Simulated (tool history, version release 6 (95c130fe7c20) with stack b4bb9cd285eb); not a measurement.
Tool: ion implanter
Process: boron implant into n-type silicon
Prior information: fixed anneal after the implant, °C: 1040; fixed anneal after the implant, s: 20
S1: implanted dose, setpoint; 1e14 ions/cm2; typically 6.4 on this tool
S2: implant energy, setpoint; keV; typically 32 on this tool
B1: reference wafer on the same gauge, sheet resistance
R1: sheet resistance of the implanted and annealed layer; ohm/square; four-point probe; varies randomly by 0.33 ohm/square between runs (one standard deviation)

run	hour	S1	S2	B1	R1
1	0	6.4	32	137.05	144.91
2	6.5	6.4	32	137.02	144.51
3	23.8	6.4	32	136.98	145.23
4	38.1	7.21	24	137.05	135.34
5	50.7	7.21	24	136.94	135.15
6	63.7	7.21	24	137.05	135.13
7	69.8	6.4	32	137	145.2
8	81.3	6.4	32	136.95	145.39
9	94.6	6.4	32	136.97	145.19
10	112.2	6.4	32	137.01	145.56
11	120.6	6.4	32	136.99	145.18
12	138.3	4.87	32	137	182.66
# hour 150.4: gauge calibrated
# hour 151.6: Faraday cup replaced and dose calibrated
# hour 152.5: extraction supply calibrated
13	154.2	6.4	35.5	137.06	147.82
14	166.3	6.89	37	137.02	138.6
15	174.5	5.45	25.5	136.97	175.21
# hour 194: Faraday cup replaced and dose calibrated, repeated, since the last time left the tool worse
16	194.5	7.76	21	136.96	125.84
17	233.6	7.75	38.5	136.93	119.16
18	263.5	4.66	40.5	136.91	179.2
19	275.8	4.56	26.5	136.93	191.53
20	291.8	6.4	32	137.08	142.36
21	308.6	4.86	32	137.02	178.28

Below are 5 alternative next runs, each starting from the tool's condition after run 21. Predict each:
A	309	6.4	41.5	?	?
B	309	6.4	38.5	?	?
C	309	8.02	28	?	?
D	309	5.36	24.5	?	?
E	309	4.6	26.5	?	?

run	B1	R1
A	137.12	137.88
B	137.12	138.94
C	137.12	118.94
D	137.12	169.22
E	137.12	190.39
Stripped of hidden state, with their random variation kept, the same runs would have yielded:
run	R1
A	137.72
B	138.78
C	118.8
D	169.02
E	190.17
